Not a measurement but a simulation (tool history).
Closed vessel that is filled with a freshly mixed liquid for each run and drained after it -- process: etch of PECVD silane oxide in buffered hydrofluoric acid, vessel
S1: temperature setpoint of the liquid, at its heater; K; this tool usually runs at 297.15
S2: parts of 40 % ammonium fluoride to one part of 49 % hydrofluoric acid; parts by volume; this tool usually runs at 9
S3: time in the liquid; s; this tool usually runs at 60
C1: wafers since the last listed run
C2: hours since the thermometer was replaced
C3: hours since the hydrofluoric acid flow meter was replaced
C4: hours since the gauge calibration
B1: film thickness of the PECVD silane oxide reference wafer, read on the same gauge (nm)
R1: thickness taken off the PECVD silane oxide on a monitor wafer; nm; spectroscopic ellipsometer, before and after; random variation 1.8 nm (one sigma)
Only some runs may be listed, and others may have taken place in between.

run   hour      S1    S2  S3    C1      C2      C3     C4     B1      R1
  1      0  297.15     9  60     0  1251.1  1082.7  334.5     70  279.94
  2   41.5  297.15     9  60  2589  1292.6  1124.2    376     70  279.38
  3   51.4  297.15     9  60   617  1302.5  1134.1  385.9  70.02  280.17
  4   61.5  293.15     9  60   630  1312.6  1144.2    396  70.03   222.4
  5   78.2  293.15     9  60  1042  1329.3  1160.9  412.7  70.01  221.72
  6   85.9  297.15     9  60   480    1337  1168.6  420.4  69.99  276.49
  7   97.8  297.15     9  60   742  1348.9  1180.5  432.3  70.02  276.42
  8  113.8  297.15     9  60   998  1364.9  1196.5  448.3     70  276.74
  9  120.6  297.15  11.5  60   424  1371.7  1203.3  455.1  69.99  215.98
 10  133.5  297.15  11.5  60   804  1384.6  1216.2    468     70  217.14
 11  141.9  297.15  11.5  60   524    1393  1224.6  476.4  70.01  217.72
 12  156.9  297.15     9  70   935    1408  1239.6  491.4  70.03  325.41
 13  163.4  297.15     9  70   405  1414.5  1246.1  497.9  69.99  323.81
 14  173.9  297.15     9  70   655    1425  1256.6  508.4  70.02  321.76
 15  189.1  297.15     9  60   948  1440.2  1271.8  523.6  69.99   275.9
 16  230.8  297.15     9  30  2601  1481.9  1313.5  565.3  70.02  137.72
 17  244.2  293.65     9  60   836  1495.3  1326.9  578.7  70.01  228.18
     246.1  -- gauge calibrated
 18  257.4  297.15     9  60   823  1508.5  1340.1   11.3  70.02  275.92
 19  269.9  293.15   7.5  30   779    1521  1352.6   23.8  70.01  128.24
     273.5  -- hydrofluoric acid flow meter replaced
 20  283.1  297.15     9  60   761  1534.2     9.6     37  69.99  304.91
 21  299.7  297.15     9  60  1035  1550.8    26.2   53.6     70  304.06
     308.2  -- thermometer replaced
 22  315.2  299.15     9  60   904       7    41.7   69.1     70  313.15
 23  331.9  293.15     9  90  1042    23.7    58.4   85.8  69.98  337.29
 24  349.2  297.15     9  80  1079      41    75.7  103.1  69.97  375.51
 25  366.4  292.65    10  60  1073    58.2    92.9  120.3  69.98  201.74
 26  373.4  297.15     9  60   436    65.2    99.9  127.3  70.01  280.87
 27  388.9  297.15     9  80   967    80.7   115.4  142.8     70  375.46
 28  399.1  297.15     9  60   636    90.9   125.6    153  69.97  275.83
 29  412.4  293.65    12  90   829   104.2   138.9  166.3     70  269.01
 30  420.1  295.65  11.5  60   480   111.9   146.6    174  70.01  205.47
 31  436.6  297.15     9  45  1029   128.4   163.1  190.5  69.99  207.18
 32  447.1  294.65     9  85   655   138.9   173.6    201  69.98  345.44
 33  461.8  297.15  11.5  60   917   153.6   188.3  215.7     70  225.95
 34  474.2  297.15     9  30   773     166   200.7  228.1  70.01  139.26

Hidden state, per run?
gauge reads high (%): 0 across all the runs
H1: liquid hotter than its thermometer reads (K)
H2: hydrofluoric acid flow below the setpoint (%)
run      H1    H2
  1    1.27  11.1
  2    1.31  11.5
  3    1.32  11.6
  4    1.32  11.7
  5    1.34  11.8
  6    1.35  11.9
  7    1.36    12
  8    1.37  12.2
  9    1.38  12.2
 10    1.39  12.3
 11     1.4  12.4
 12    1.41  12.6
 13    1.42  12.6
 14    1.43  12.7
 15    1.44  12.9
 16    1.48  13.2
 17    1.49  13.4
 18     1.5  13.5
 19    1.51  13.6
 20    1.53  1.56
 21    1.54  1.71
 22  0.0526  1.85
 23  0.0678  2.01
 24  0.0834  2.17
 25   0.099  2.33
 26   0.105  2.39
 27   0.119  2.53
 28   0.129  2.63
 29   0.141  2.75
 30   0.148  2.82
 31   0.163  2.98
 32   0.172  3.07
 33   0.186  3.21
 34   0.197  3.32
